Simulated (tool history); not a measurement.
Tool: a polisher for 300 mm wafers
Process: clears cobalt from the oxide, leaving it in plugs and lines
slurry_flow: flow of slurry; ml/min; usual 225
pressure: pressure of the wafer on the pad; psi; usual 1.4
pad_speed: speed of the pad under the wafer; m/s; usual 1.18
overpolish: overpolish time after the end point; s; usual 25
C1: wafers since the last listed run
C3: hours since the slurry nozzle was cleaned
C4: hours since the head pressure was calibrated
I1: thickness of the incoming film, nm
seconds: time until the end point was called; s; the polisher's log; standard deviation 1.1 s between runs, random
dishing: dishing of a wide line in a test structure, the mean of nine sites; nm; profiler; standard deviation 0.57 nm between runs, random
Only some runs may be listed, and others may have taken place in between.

run 1 hour=0.0 | slurry_flow=225 pressure=1.2 pad_speed=1.18 overpolish=25 | C1=0 wafers_polished_on_this_pad=69 C3=806.1 C4=736.4 | I1=302.4 | seconds=91.2 dishing=44.2
run 2 hour=7.2 | slurry_flow=225 pressure=1.2 pad_speed=1.18 overpolish=25 | C1=42 wafers_polished_on_this_pad=112 C3=813.3 C4=743.6 | I1=302.5 | seconds=91.3 dishing=44.8
run 3 hour=21.1 | slurry_flow=225 pressure=1.4 pad_speed=1.18 overpolish=25 | C1=82 wafers_polished_on_this_pad=194 C3=827.2 C4=757.5 | I1=299.0 | seconds=78.3 dishing=46.2
run 4 hour=36.8 | slurry_flow=225 pressure=1.4 pad_speed=1.18 overpolish=25 | C1=92 wafers_polished_on_this_pad=287 C3=842.9 C4=773.2 | I1=299.0 | seconds=77.7 dishing=45.9
run 5 hour=71.5 | slurry_flow=225 pressure=1.4 pad_speed=1.18 overpolish=25 | C1=204 wafers_polished_on_this_pad=492 C3=877.6 C4=807.9 | I1=300.3 | seconds=77.2 dishing=46.3
run 6 hour=82.5 | slurry_flow=270 pressure=1.4 pad_speed=1.18 overpolish=25 | C1=64 wafers_polished_on_this_pad=557 C3=888.6 C4=818.9 | I1=300.2 | seconds=77.5 dishing=46.1
run 7 hour=92.8 | slurry_flow=270 pressure=1.4 pad_speed=1.18 overpolish=25 | C1=60 wafers_polished_on_this_pad=617 C3=898.9 C4=829.2 | I1=298.3 | seconds=76.6 dishing=46.7
run 8 hour=101.5 | slurry_flow=250 pressure=1.4 pad_speed=1.18 overpolish=25 | C1=51 wafers_polished_on_this_pad=669 C3=907.6 C4=837.9 | I1=299.2 | seconds=76.7 dishing=46.1
-- hour=114.1 worn pad replaced by a new one
run 9 hour=114.6 | slurry_flow=250 pressure=1.4 pad_speed=1.18 overpolish=25 | C1=53 wafers_polished_on_this_pad=2 C3=920.7 C4=851.0 | I1=301.0 | seconds=76.2 dishing=46.9
run 10 hour=118.0 | slurry_flow=225 pressure=1.4 pad_speed=1.18 overpolish=25 | C1=20 wafers_polished_on_this_pad=23 C3=924.1 C4=854.4 | I1=299.3 | seconds=76.8 dishing=45.9
run 11 hour=128.1 | slurry_flow=225 pressure=1.4 pad_speed=1.18 overpolish=25 | C1=59 wafers_polished_on_this_pad=82 C3=934.2 C4=864.5 | I1=298.6 | seconds=77.7 dishing=47.1
run 12 hour=169.9 | slurry_flow=225 pressure=1.4 pad_speed=1.18 overpolish=25 | C1=246 wafers_polished_on_this_pad=329 C3=976.0 C4=906.3 | I1=302.3 | seconds=78.8 dishing=46.2
run 13 hour=185.7 | slurry_flow=225 pressure=1.4 pad_speed=1.18 overpolish=25 | C1=93 wafers_polished_on_this_pad=422 C3=991.8 C4=922.1 | I1=298.4 | seconds=75.5 dishing=46.4
run 14 hour=197.7 | slurry_flow=225 pressure=1.4 pad_speed=1.18 overpolish=25 | C1=70 wafers_polished_on_this_pad=493 C3=1003.8 C4=934.1 | I1=298.3 | seconds=76.5 dishing=46.0
-- hour=204.4 slurry nozzle cleaned
run 15 hour=205.8 | slurry_flow=225 pressure=1.4 pad_speed=1.18 overpolish=30 | C1=41 wafers_polished_on_this_pad=535 C3=1.4 C4=942.2 | I1=296.9 | seconds=77.6 dishing=48.1
run 16 hour=217.7 | slurry_flow=225 pressure=1.4 pad_speed=1.18 overpolish=30 | C1=70 wafers_polished_on_this_pad=606 C3=13.3 C4=954.1 | I1=301.6 | seconds=78.2 dishing=48.8
-- hour=223.1 worn pad replaced by a new one
run 17 hour=227.9 | slurry_flow=225 pressure=1.4 pad_speed=1.18 overpolish=30 | C1=36 wafers_polished_on_this_pad=28 C3=23.5 C4=964.3 | I1=294.3 | seconds=75.5 dishing=48.9
run 18 hour=245.3 | slurry_flow=225 pressure=1.4 pad_speed=1.18 overpolish=25 | C1=102 wafers_polished_on_this_pad=131 C3=40.9 C4=981.7 | I1=299.9 | seconds=75.2 dishing=46.0

What does the tool deliver on the next run?
-- hour=255.9 head pressure recalibrated
run 19 hour=256.4 | slurry_flow=225 pressure=1.7 pad_speed=1.18 overpolish=25 | C1=53 wafers_polished_on_this_pad=185 C3=52.0 C4=0.5 | I1=295.3 | seconds=? dishing=?

{"run 19": {"seconds": 69.0, "dishing": 46.0}}
The same run, on a tool lacking any hidden state, would have yielded seconds 69.3 s, dishing 45.9 nm.
